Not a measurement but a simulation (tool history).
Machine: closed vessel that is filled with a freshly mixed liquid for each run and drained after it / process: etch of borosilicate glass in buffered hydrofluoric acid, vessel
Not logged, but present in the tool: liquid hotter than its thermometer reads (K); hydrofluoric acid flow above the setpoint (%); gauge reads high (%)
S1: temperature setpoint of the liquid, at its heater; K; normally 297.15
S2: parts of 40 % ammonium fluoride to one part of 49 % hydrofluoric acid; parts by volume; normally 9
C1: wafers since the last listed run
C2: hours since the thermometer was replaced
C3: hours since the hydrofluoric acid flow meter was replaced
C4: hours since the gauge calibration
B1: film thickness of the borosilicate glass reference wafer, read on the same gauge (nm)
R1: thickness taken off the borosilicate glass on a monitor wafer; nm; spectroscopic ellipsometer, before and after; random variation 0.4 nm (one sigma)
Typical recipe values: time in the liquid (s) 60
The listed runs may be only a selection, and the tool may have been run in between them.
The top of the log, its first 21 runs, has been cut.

Run 22, hour 249.1: usual settings; C1 1675; C2 2384.5; C3 82; C4 92.7; B1 79.99. Result: R1 94.79 nm.
Run 23, hour 259.9: usual settings; C1 1435; C2 2395.3; C3 92.8; C4 103.5; B1 79.99. Result: R1 93.94 nm.
Run 24, hour 267.2: usual settings but S2 6 parts by volume, time in the liquid (s) 90; C1 970; C2 2402.6; C3 100.1; C4 110.8; B1 80. Result: R1 214.16 nm.
Run 25, hour 280.6: usual settings but S1 301.15 K, S2 6 parts by volume, time in the liquid (s) 35; C1 1781; C2 2416; C3 113.5; C4 124.2; B1 80. Result: R1 102.57 nm.
Run 26, hour 297.9: usual settings but S1 298.65 K, S2 10.5 parts by volume, time in the liquid (s) 85; C1 2299; C2 2433.3; C3 130.8; C4 141.5; B1 79.99. Result: R1 129.88 nm.
At hour 302.2: thermometer replaced.
Run 27, hour 313.6: usual settings but S1 299.15 K, S2 12 parts by volume, time in the liquid (s) 80; C1 1954; C2 11.4; C3 146.5; C4 157.2; B1 79.98. Result: R1 98.2 nm.
Run 28, hour 327.2: usual settings but S1 293.65 K, time in the liquid (s) 85; C1 1808; C2 25; C3 160.1; C4 170.8; B1 79.99. Result: R1 101.3 nm.
Run 29, hour 337.7: usual settings but S1 300.65 K, S2 11 parts by volume, time in the liquid (s) 50; C1 1395; C2 35.5; C3 170.6; C4 181.3; B1 80.02. Result: R1 73.02 nm.
Run 30, hour 352.9: usual settings; C1 2020; C2 50.7; C3 185.8; C4 196.5; B1 80.01. Result: R1 85.61 nm.
Run 31, hour 365.7: usual settings but S1 300.15 K; C1 1701; C2 63.5; C3 198.6; C4 209.3; B1 80.02. Result: R1 100.89 nm.
Run 32, hour 374.7: usual settings but S1 300.15 K, S2 11 parts by volume, time in the liquid (s) 90; C1 1196; C2 72.5; C3 207.6; C4 218.3; B1 79.99. Result: R1 129.76 nm.
Run 33, hour 390.9: usual settings but S2 10 parts by volume, time in the liquid (s) 30; C1 2153; C2 88.7; C3 223.8; C4 234.5; B1 80. Result: R1 40.06 nm.
Run 34, hour 402.7: usual settings but S1 293.15 K, S2 10.5 parts by volume, time in the liquid (s) 80; C1 1568; C2 100.5; C3 235.6; C4 246.3; B1 80. Result: R1 81.87 nm.

Alternative continuations, all from the tool just after run 34; predict every row:
Run A, hour 403.4: usual settings but S2 12 parts by volume; C1 93; C2 101.2; C3 236.3; C4 247; B1 ?. Result: R1 ?.
Run B, hour 403.4: usual settings but S2 6 parts by volume; C1 93; C2 101.2; C3 236.3; C4 247; B1 ?. Result: R1 ?.
Run C, hour 403.4: usual settings but S1 302.15 K; C1 93; C2 101.2; C3 236.3; C4 247; B1 ?. Result: R1 ?.

run     B1      R1
  A  80.01   67.91
  B  80.01  131.46
  C  80.01  113.28
Stripped of hidden state, with their random variation kept, the same runs would have yielded:
run      R1
  A   63.35
  B  122.96
  C  105.58
